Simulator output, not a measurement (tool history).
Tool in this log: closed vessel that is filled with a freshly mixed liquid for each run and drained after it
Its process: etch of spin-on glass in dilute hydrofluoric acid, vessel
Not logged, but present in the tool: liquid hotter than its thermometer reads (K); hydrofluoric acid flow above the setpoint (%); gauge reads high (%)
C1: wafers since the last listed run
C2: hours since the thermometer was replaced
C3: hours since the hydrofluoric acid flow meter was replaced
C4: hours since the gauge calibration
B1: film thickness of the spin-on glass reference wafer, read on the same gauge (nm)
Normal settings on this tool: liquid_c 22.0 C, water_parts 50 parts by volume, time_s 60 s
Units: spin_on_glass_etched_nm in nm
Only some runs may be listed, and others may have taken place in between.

{"run": 1, "day": 0.0, "liquid_c": 22.0, "water_parts": 50, "time_s": 60, "C1": 0, "C2": 2658.4, "C3": 1154.8, "C4": 604.8, "B1": 70.01, "spin_on_glass_etched_nm": 31.42}
{"run": 2, "day": 0.725, "liquid_c": 22.0, "water_parts": 50, "time_s": 60, "C1": 1269, "C2": 2675.8, "C3": 1172.2, "C4": 622.2, "B1": 70.02, "spin_on_glass_etched_nm": 31.63}
{"run": 3, "day": 1.779, "liquid_c": 22.0, "water_parts": 35, "time_s": 60, "C1": 1845, "C2": 2701.1, "C3": 1197.5, "C4": 647.5, "B1": 69.97, "spin_on_glass_etched_nm": 45.98}
{"run": 4, "day": 2.996, "liquid_c": 22.0, "water_parts": 35, "time_s": 60, "C1": 2130, "C2": 2730.3, "C3": 1226.7, "C4": 676.7, "B1": 69.97, "spin_on_glass_etched_nm": 45.85}
{"run": 5, "day": 4.467, "liquid_c": 22.0, "water_parts": 35, "time_s": 60, "C1": 2575, "C2": 2765.6, "C3": 1262.0, "C4": 712.0, "B1": 70.02, "spin_on_glass_etched_nm": 46.03}
{"run": 6, "day": 5.638, "liquid_c": 22.0, "water_parts": 50, "time_s": 60, "C1": 2050, "C2": 2793.7, "C3": 1290.1, "C4": 740.1, "B1": 69.98, "spin_on_glass_etched_nm": 31.56}
{"run": 7, "day": 6.479, "liquid_c": 22.0, "water_parts": 50, "time_s": 60, "C1": 1473, "C2": 2813.9, "C3": 1310.3, "C4": 760.3, "B1": 70.0, "spin_on_glass_etched_nm": 31.65}
{"run": 8, "day": 7.229, "liquid_c": 22.0, "water_parts": 50, "time_s": 60, "C1": 1313, "C2": 2831.9, "C3": 1328.3, "C4": 778.3, "B1": 70.0, "spin_on_glass_etched_nm": 31.66}
{"run": 9, "day": 8.196, "liquid_c": 22.0, "water_parts": 50, "time_s": 60, "C1": 1692, "C2": 2855.1, "C3": 1351.5, "C4": 801.5, "B1": 70.0, "spin_on_glass_etched_nm": 31.74}
{"run": 10, "day": 9.571, "liquid_c": 22.0, "water_parts": 50, "time_s": 90, "C1": 2407, "C2": 2888.1, "C3": 1384.5, "C4": 834.5, "B1": 70.0, "spin_on_glass_etched_nm": 47.26}
{"run": 11, "day": 10.45, "liquid_c": 22.0, "water_parts": 50, "time_s": 90, "C1": 1539, "C2": 2909.2, "C3": 1405.6, "C4": 855.6, "B1": 70.03, "spin_on_glass_etched_nm": 47.58}
{"run": 12, "day": 11.246, "liquid_c": 22.0, "water_parts": 50, "time_s": 90, "C1": 1393, "C2": 2928.3, "C3": 1424.7, "C4": 874.7, "B1": 70.02, "spin_on_glass_etched_nm": 47.23}
{"day": 11.667, "done": "gauge calibrated"}
{"run": 13, "day": 12.704, "liquid_c": 22.0, "water_parts": 50, "time_s": 60, "C1": 2553, "C2": 2963.3, "C3": 1459.7, "C4": 24.9, "B1": 69.99, "spin_on_glass_etched_nm": 31.63}
{"run": 14, "day": 13.733, "liquid_c": 22.0, "water_parts": 50, "time_s": 60, "C1": 1802, "C2": 2988.0, "C3": 1484.4, "C4": 49.6, "B1": 70.01, "spin_on_glass_etched_nm": 31.6}
{"day": 14.0, "done": "thermometer replaced"}
{"run": 15, "day": 14.279, "liquid_c": 22.0, "water_parts": 50, "time_s": 60, "C1": 882, "C2": 6.7, "C3": 1497.5, "C4": 62.7, "B1": 70.0, "spin_on_glass_etched_nm": 31.75}
{"run": 16, "day": 14.854, "liquid_c": 22.0, "water_parts": 50, "time_s": 60, "C1": 1006, "C2": 20.5, "C3": 1511.3, "C4": 76.5, "B1": 69.99, "spin_on_glass_etched_nm": 31.68}
{"run": 17, "day": 15.896, "liquid_c": 26.0, "water_parts": 25, "time_s": 75, "C1": 1823, "C2": 45.5, "C3": 1536.3, "C4": 101.5, "B1": 70.01, "spin_on_glass_etched_nm": 95.89}
{"run": 18, "day": 17.383, "liquid_c": 25.0, "water_parts": 30, "time_s": 75, "C1": 2604, "C2": 81.2, "C3": 1572.0, "C4": 137.2, "B1": 70.0, "spin_on_glass_etched_nm": 76.85}
{"run": 19, "day": 18.821, "liquid_c": 18.5, "water_parts": 50, "time_s": 30, "C1": 2516, "C2": 115.7, "C3": 1606.5, "C4": 171.7, "B1": 70.01, "spin_on_glass_etched_nm": 13.66}
{"day": 19.554, "done": "hydrofluoric acid flow meter replaced"}
{"run": 20, "day": 19.742, "liquid_c": 22.0, "water_parts": 35, "time_s": 60, "C1": 1539, "C2": 137.8, "C3": 4.5, "C4": 193.8, "B1": 69.99, "spin_on_glass_etched_nm": 46.07}
{"run": 21, "day": 20.346, "liquid_c": 22.0, "water_parts": 65, "time_s": 40, "C1": 1057, "C2": 152.3, "C3": 19.0, "C4": 208.3, "B1": 70.05, "spin_on_glass_etched_nm": 15.85}
{"run": 22, "day": 20.875, "liquid_c": 17.5, "water_parts": 35, "time_s": 80, "C1": 926, "C2": 165.0, "C3": 31.7, "C4": 221.0, "B1": 70.02, "spin_on_glass_etched_nm": 50.45}
{"run": 23, "day": 22.358, "liquid_c": 24.0, "water_parts": 35, "time_s": 35, "C1": 2597, "C2": 200.6, "C3": 67.3, "C4": 256.6, "B1": 70.01, "spin_on_glass_etched_nm": 29.38}
{"run": 24, "day": 22.896, "liquid_c": 17.5, "water_parts": 50, "time_s": 95, "C1": 941, "C2": 213.5, "C3": 80.2, "C4": 269.5, "B1": 69.99, "spin_on_glass_etched_nm": 41.3}
{"run": 25, "day": 23.408, "liquid_c": 18.5, "water_parts": 70, "time_s": 60, "C1": 897, "C2": 225.8, "C3": 92.5, "C4": 281.8, "B1": 69.99, "spin_on_glass_etched_nm": 18.99}
{"run": 26, "day": 24.012, "liquid_c": 26.0, "water_parts": 50, "time_s": 80, "C1": 1057, "C2": 240.3, "C3": 107.0, "C4": 296.3, "B1": 70.03, "spin_on_glass_etched_nm": 49.34}
{"run": 27, "day": 25.096, "liquid_c": 25.5, "water_parts": 45, "time_s": 85, "C1": 1896, "C2": 266.3, "C3": 133.0, "C4": 322.3, "B1": 70.03, "spin_on_glass_etched_nm": 58.15}
{"run": 28, "day": 26.567, "liquid_c": 25.5, "water_parts": 50, "time_s": 60, "C1": 2575, "C2": 301.6, "C3": 168.3, "C4": 357.6, "B1": 70.0, "spin_on_glass_etched_nm": 36.28}
{"run": 29, "day": 27.567, "liquid_c": 22.0, "water_parts": 50, "time_s": 60, "C1": 1750, "C2": 325.6, "C3": 192.3, "C4": 381.6, "B1": 69.97, "spin_on_glass_etched_nm": 31.6}
{"run": 30, "day": 28.429, "liquid_c": 17.0, "water_parts": 50, "time_s": 75, "C1": 1510, "C2": 346.3, "C3": 213.0, "C4": 402.3, "B1": 70.0, "spin_on_glass_etched_nm": 31.72}

How the hidden state differs across the entries between the runs, from the last listed run before each to the first after it:
Between runs 12 and 13: gauge calibrated (day 11.667)
  nothing in the hidden state changes from one run to the other
Between runs 14 and 15: thermometer replaced (day 14.000)
  nothing in the hidden state changes from one run to the other
Between runs 19 and 20: hydrofluoric acid flow meter replaced (day 19.554)
  nothing in the hidden state changes from one run to the other
